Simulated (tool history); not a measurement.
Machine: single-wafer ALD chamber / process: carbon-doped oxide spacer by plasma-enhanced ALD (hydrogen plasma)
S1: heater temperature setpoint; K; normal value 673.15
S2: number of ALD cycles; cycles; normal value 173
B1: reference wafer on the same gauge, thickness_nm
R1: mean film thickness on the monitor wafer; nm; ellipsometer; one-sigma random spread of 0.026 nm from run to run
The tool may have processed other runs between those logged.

{"run": 1, "hour": 0.0, "S1": 673.15, "S2": 193, "B1": 7.801, "R1": 10.613}
{"run": 2, "hour": 26.0, "S1": 673.15, "S2": 193, "B1": 7.813, "R1": 10.59}
{"run": 3, "hour": 38.8, "S1": 673.15, "S2": 193, "B1": 7.813, "R1": 10.565}
{"run": 4, "hour": 68.2, "S1": 673.15, "S2": 173, "B1": 7.837, "R1": 9.512}
{"run": 5, "hour": 82.1, "S1": 673.15, "S2": 173, "B1": 7.827, "R1": 9.465}
{"run": 6, "hour": 111.7, "S1": 673.15, "S2": 173, "B1": 7.847, "R1": 9.532}
{"run": 7, "hour": 146.4, "S1": 673.15, "S2": 173, "B1": 7.849, "R1": 9.476}
{"hour": 166.5, "done": "gauge calibrated"}
{"run": 8, "hour": 171.7, "S1": 673.15, "S2": 173, "B1": 7.72, "R1": 9.349}
{"run": 9, "hour": 206.3, "S1": 673.15, "S2": 173, "B1": 7.726, "R1": 9.385}
{"run": 10, "hour": 239.9, "S1": 673.15, "S2": 202, "B1": 7.734, "R1": 10.911}
{"hour": 280.5, "done": "thermocouple changed; heater temperature recalibrated"}
{"run": 11, "hour": 281.0, "S1": 667.15, "S2": 199, "B1": 7.75, "R1": 10.849}
{"run": 12, "hour": 294.1, "S1": 673.15, "S2": 202, "B1": 7.75, "R1": 10.952}
{"run": 13, "hour": 315.2, "S1": 673.15, "S2": 173, "B1": 7.763, "R1": 9.433}
{"run": 14, "hour": 350.0, "S1": 673.15, "S2": 145, "B1": 7.762, "R1": 7.952}
{"run": 15, "hour": 370.6, "S1": 673.15, "S2": 195, "B1": 7.775, "R1": 10.633}
{"run": 16, "hour": 393.1, "S1": 673.15, "S2": 173, "B1": 7.776, "R1": 9.463}

Forecast run 17:
{"run": 17, "hour": 425.8, "S1": 667.15, "S2": 173, "B1": "?", "R1": "?"}

B1: 7.792
R1: 9.512 nm
Take away the tool's hidden state, keep the run-to-run variation as it was, and the same run would have given R1 9.389 nm.
